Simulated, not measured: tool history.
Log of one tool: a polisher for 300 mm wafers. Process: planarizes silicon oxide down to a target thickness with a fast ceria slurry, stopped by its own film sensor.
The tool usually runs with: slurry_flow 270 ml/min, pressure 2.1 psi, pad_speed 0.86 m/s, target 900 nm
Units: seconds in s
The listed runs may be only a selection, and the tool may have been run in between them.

| run | day | slurry_flow | pressure | pad_speed | target | incoming thickness of the incoming film, nm | seconds |
|---|---|---|---|---|---|---|---|
| 1 | 0.000 | 270 | 2.1 | 0.86 | 900 | 1851.7 | 101.3 |
| 2 | 1.012 | 270 | 2.1 | 0.86 | 900 | 1844.7 | 99.0 |
| 3 | 2.375 | 270 | 2.1 | 0.86 | 900 | 1830.7 | 97.5 |
| 4 | 2.921 | 270 | 2.6 | 0.86 | 900 | 1821.2 | 82.5 |
| 5 | 3.975 | 215 | 2.1 | 0.86 | 900 | 1803.2 | 101.6 |
| 6 | 5.254 | 215 | 2.1 | 0.86 | 900 | 1852.5 | 106.7 |
| 7 | 5.896 | 325 | 2.1 | 0.86 | 900 | 1817.8 | 97.7 |
| 8 | 7.096 | 325 | 2.1 | 0.86 | 900 | 1842.5 | 98.4 |
| 9 | 8.425 | 270 | 2.1 | 0.86 | 900 | 1845.2 | 100.4 |
| 10 | 10.296 | 270 | 2.1 | 0.86 | 900 | 1839.9 | 101.3 |
| 11 | 10.867 | 270 | 2.1 | 0.86 | 900 | 1837.5 | 100.5 |
| 12 | 11.729 | 270 | 2.1 | 0.86 | 900 | 1835.2 | 99.9 |
| 13 | 12.362 | 270 | 2.1 | 0.86 | 900 | 1870.8 | 103.7 |
| 14 | 13.771 | 270 | 2.1 | 0.86 | 900 | 1837.5 | 99.0 |
| 15 | 14.292 | 270 | 2.1 | 0.86 | 900 | 1845.6 | 99.1 |
| 16 | 15.492 | 270 | 2.1 | 0.86 | 900 | 1827.6 | 97.7 |
| 17 | 16.054 | 270 | 2.5 | 0.86 | 759 | 1837.1 | 94.0 |
| 18 | 16.800 | 270 | 2.1 | 0.86 | 900 | 1812.4 | 94.2 |
| 19 | 17.308 | 235 | 2.1 | 0.86 | 1200 | 1806.6 | 64.4 |
| 20 | 18.508 | 270 | 2.1 | 0.74 | 1026 | 1829.3 | 90.6 |
| 21 | 19.962 | 310 | 2.1 | 0.86 | 584 | 1860.8 | 133.0 |
| 22 | 21.200 | 180 | 2.6 | 0.86 | 582 | 1843.7 | 109.3 |
| 23 | 21.888 | 270 | 2.1 | 0.86 | 900 | 1835.2 | 97.7 |
| 24 | 22.483 | 270 | 1.6 | 0.86 | 1151 | 1847.5 | 95.1 |
| 25 | 23.858 | 195 | 2.1 | 0.86 | 900 | 1820.1 | 107.0 |
| 26 | 26.054 | 270 | 2.1 | 0.86 | 900 | 1840.9 | 105.6 |
| 27 | 26.958 | 270 | 2.1 | 0.86 | 900 | 1819.0 | 101.6 |
| 28 | 27.771 | 350 | 2.4 | 0.66 | 1165 | 1817.6 | 69.5 |
| 29 | 29.104 | 340 | 2.1 | 0.86 | 693 | 1816.0 | 120.3 |
| 30 | 29.742 | 330 | 1.8 | 0.86 | 900 | 1817.7 | 112.3 |
| 31 | 30.650 | 200 | 2.1 | 0.86 | 900 | 1835.2 | 102.0 |
| 32 | 31.388 | 195 | 2.4 | 0.76 | 900 | 1845.5 | 100.5 |

Withheld: 9 entries from between the runs. Position of each, and hidden state at the listed run before versus the listed run after:
After run 2, before run 3: worn pad replaced by a new one (day 1.271); slurry nozzle cleaned (day 1.471)
  deviation of the head's pressure from its setpoint, %: 7.61 -> 7.71
  difference, measured minus the result without the unlogged condition, seconds: -7.5 -> -7.6 s
After run 3, before run 4: head pressure recalibrated (day 2.479)
  deviation of the head's pressure from its setpoint, %: 7.71 -> 1.59
  difference, measured minus the result without the unlogged condition, seconds: -7.6 -> -1.3 s
After run 8, before run 9: worn pad replaced by a new one (day 7.971)
  deviation of the head's pressure from its setpoint, %: 5.63 -> 6.45
  difference, measured minus the result without the unlogged condition, seconds: -5.5 -> -6.5 s
After run 14, before run 15: worn pad replaced by a new one (day 14.054)
  deviation of the head's pressure from its setpoint, %: 8.41 -> 8.53
  difference, measured minus the result without the unlogged condition, seconds: -8.4 -> -8.4 s
After run 20, before run 21: worn pad replaced by a new one (day 19.817)
  deviation of the head's pressure from its setpoint, %: 9.19 -> 9.33
  difference, measured minus the result without the unlogged condition, seconds: -8.3 -> -12.4 s
After run 21, before run 22: slurry nozzle cleaned (day 20.338)
  deviation of the head's pressure from its setpoint, %: 9.33 -> 9.42
  difference, measured minus the result without the unlogged condition, seconds: -12.4 -> -10.3 s
After run 24, before run 25: head pressure recalibrated (day 23.796)
  deviation of the head's pressure from its setpoint, %: 9.5 -> 0.119
  difference, measured minus the result without the unlogged condition, seconds: -9.1 -> -0.2 s
After run 25, before run 26: worn pad replaced by a new one (day 25.733)
  deviation of the head's pressure from its setpoint, %: 0.119 -> 2.73
  difference, measured minus the result without the unlogged condition, seconds: -0.2 -> -2.9 s

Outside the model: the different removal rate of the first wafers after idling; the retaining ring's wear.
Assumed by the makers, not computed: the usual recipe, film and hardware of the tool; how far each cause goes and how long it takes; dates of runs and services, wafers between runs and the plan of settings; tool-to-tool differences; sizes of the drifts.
